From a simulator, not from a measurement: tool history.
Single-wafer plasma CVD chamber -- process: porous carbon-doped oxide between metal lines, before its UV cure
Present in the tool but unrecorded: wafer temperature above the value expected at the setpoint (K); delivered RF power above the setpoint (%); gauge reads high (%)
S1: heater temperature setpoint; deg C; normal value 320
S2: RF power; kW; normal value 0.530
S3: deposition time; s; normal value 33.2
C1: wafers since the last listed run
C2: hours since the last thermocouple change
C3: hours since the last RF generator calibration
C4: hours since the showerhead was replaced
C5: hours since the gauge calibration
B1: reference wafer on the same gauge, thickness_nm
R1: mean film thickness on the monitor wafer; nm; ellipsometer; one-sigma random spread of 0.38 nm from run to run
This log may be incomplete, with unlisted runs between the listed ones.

{"run": 1, "hour": 0.0, "S1": 320, "S2": 0.53, "S3": 33.2, "C1": 0, "C2": 1078.6, "C3": 1556.0, "C4": 6608.7, "C5": 85.8, "B1": 192.157, "R1": 169.772}
{"run": 2, "hour": 67.7, "S1": 320, "S2": 0.53, "S3": 33.2, "C1": 909, "C2": 1146.3, "C3": 1623.7, "C4": 6676.4, "C5": 153.5, "B1": 192.095, "R1": 169.925}
{"run": 3, "hour": 109.8, "S1": 320, "S2": 0.53, "S3": 33.2, "C1": 565, "C2": 1188.4, "C3": 1665.8, "C4": 6718.5, "C5": 195.6, "B1": 191.673, "R1": 169.602}
{"run": 4, "hour": 171.8, "S1": 320, "S2": 0.595, "S3": 33.2, "C1": 833, "C2": 1250.4, "C3": 1727.8, "C4": 6780.5, "C5": 257.6, "B1": 191.501, "R1": 182.786}
{"run": 5, "hour": 197.3, "S1": 320, "S2": 0.595, "S3": 33.2, "C1": 342, "C2": 1275.9, "C3": 1753.3, "C4": 6806.0, "C5": 283.1, "B1": 191.619, "R1": 182.87}
{"run": 6, "hour": 245.9, "S1": 320, "S2": 0.595, "S3": 33.2, "C1": 653, "C2": 1324.5, "C3": 1801.9, "C4": 6854.6, "C5": 331.7, "B1": 191.48, "R1": 181.944}
{"run": 7, "hour": 344.2, "S1": 320, "S2": 0.49, "S3": 28.6, "C1": 1320, "C2": 1422.8, "C3": 1900.2, "C4": 6952.9, "C5": 430.0, "B1": 190.863, "R1": 139.272}
{"run": 8, "hour": 407.1, "S1": 320, "S2": 0.49, "S3": 28.6, "C1": 845, "C2": 1485.7, "C3": 1963.1, "C4": 7015.8, "C5": 492.9, "B1": 190.304, "R1": 139.016}
{"run": 9, "hour": 456.1, "S1": 320, "S2": 0.53, "S3": 33.2, "C1": 658, "C2": 1534.7, "C3": 2012.1, "C4": 7064.8, "C5": 541.9, "B1": 189.954, "R1": 169.016}
{"hour": 481.2, "done": "showerhead replaced"}
{"hour": 489.8, "done": "RF generator calibrated"}
{"run": 10, "hour": 517.3, "S1": 320, "S2": 0.53, "S3": 33.2, "C1": 607, "C2": 1595.9, "C3": 27.5, "C4": 36.1, "C5": 603.1, "B1": 189.433, "R1": 168.43}
{"hour": 540.7, "done": "gauge calibrated"}
{"run": 11, "hour": 541.5, "S1": 320, "S2": 0.53, "S3": 33.2, "C1": 325, "C2": 1620.1, "C3": 51.7, "C4": 60.3, "C5": 0.8, "B1": 192.82, "R1": 170.449}
{"run": 12, "hour": 597.8, "S1": 320, "S2": 0.575, "S3": 29.0, "C1": 756, "C2": 1676.4, "C3": 108.0, "C4": 116.6, "C5": 57.1, "B1": 193.044, "R1": 157.889}
{"hour": 637.2, "done": "thermocouple changed; heater temperature recalibrated"}
{"run": 13, "hour": 639.3, "S1": 313, "S2": 0.45, "S3": 33.2, "C1": 450, "C2": 2.1, "C3": 149.5, "C4": 158.1, "C5": 98.6, "B1": 192.826, "R1": 160.494}
{"run": 14, "hour": 700.4, "S1": 329, "S2": 0.53, "S3": 33.2, "C1": 820, "C2": 63.2, "C3": 210.6, "C4": 219.2, "C5": 159.7, "B1": 192.608, "R1": 162.876}
{"run": 15, "hour": 759.7, "S1": 320, "S2": 0.44, "S3": 36.3, "C1": 796, "C2": 122.5, "C3": 269.9, "C4": 278.5, "C5": 219.0, "B1": 192.274, "R1": 165.462}
{"run": 16, "hour": 823.4, "S1": 320, "S2": 0.575, "S3": 29.0, "C1": 855, "C2": 186.2, "C3": 333.6, "C4": 342.2, "C5": 282.7, "B1": 192.26, "R1": 157.144}
{"run": 17, "hour": 856.5, "S1": 320, "S2": 0.53, "S3": 33.2, "C1": 444, "C2": 219.3, "C3": 366.7, "C4": 375.3, "C5": 315.8, "B1": 191.947, "R1": 170.623}
{"run": 18, "hour": 888.3, "S1": 327, "S2": 0.625, "S3": 28.3, "C1": 427, "C2": 251.1, "C3": 398.5, "C4": 407.1, "C5": 347.6, "B1": 192.105, "R1": 155.42}
{"run": 19, "hour": 924.0, "S1": 320, "S2": 0.575, "S3": 33.2, "C1": 479, "C2": 286.8, "C3": 434.2, "C4": 442.8, "C5": 383.3, "B1": 191.681, "R1": 178.713}
{"run": 20, "hour": 970.0, "S1": 307, "S2": 0.595, "S3": 33.2, "C1": 618, "C2": 332.8, "C3": 480.2, "C4": 488.8, "C5": 429.3, "B1": 191.496, "R1": 195.14}
{"run": 21, "hour": 1030.9, "S1": 320, "S2": 0.53, "S3": 33.2, "C1": 818, "C2": 393.7, "C3": 541.1, "C4": 549.7, "C5": 490.2, "B1": 191.033, "R1": 169.749}
{"run": 22, "hour": 1077.8, "S1": 320, "S2": 0.43, "S3": 33.2, "C1": 630, "C2": 440.6, "C3": 588.0, "C4": 596.6, "C5": 537.1, "B1": 190.72, "R1": 147.707}

Below are 5 alternative next runs, each starting from the tool's condition after run 22. Predict each:
{"run": "A", "hour": 1078.2, "S1": 320, "S2": 0.53, "S3": 33.2, "C1": 5, "C2": 441.0, "C3": 588.4, "C4": 597.0, "C5": 537.5, "B1": "?", "R1": "?"}
{"run": "B", "hour": 1078.2, "S1": 311, "S2": 0.62, "S3": 33.2, "C1": 5, "C2": 441.0, "C3": 588.4, "C4": 597.0, "C5": 537.5, "B1": "?", "R1": "?"}
{"run": "C", "hour": 1078.2, "S1": 314, "S2": 0.43, "S3": 29.2, "C1": 5, "C2": 441.0, "C3": 588.4, "C4": 597.0, "C5": 537.5, "B1": "?", "R1": "?"}
{"run": "D", "hour": 1078.2, "S1": 320, "S2": 0.63, "S3": 33.2, "C1": 5, "C2": 441.0, "C3": 588.4, "C4": 597.0, "C5": 537.5, "B1": "?", "R1": "?"}
{"run": "E", "hour": 1078.2, "S1": 332, "S2": 0.465, "S3": 33.2, "C1": 5, "C2": 441.0, "C3": 588.4, "C4": 597.0, "C5": 537.5, "B1": "?", "R1": "?"}

run=A B1=190.758 R1=169.118
run=B B1=190.758 R1=195.489
run=C B1=190.758 R1=134.679
run=D B1=190.758 R1=188.152
run=E B1=190.758 R1=146.778
With the hidden condition removed and each run's random variation left untouched, the same runs would have given:
run=A R1=170.249
run=B R1=196.796
run=C R1=135.580
run=D R1=189.410
run=E R1=147.760

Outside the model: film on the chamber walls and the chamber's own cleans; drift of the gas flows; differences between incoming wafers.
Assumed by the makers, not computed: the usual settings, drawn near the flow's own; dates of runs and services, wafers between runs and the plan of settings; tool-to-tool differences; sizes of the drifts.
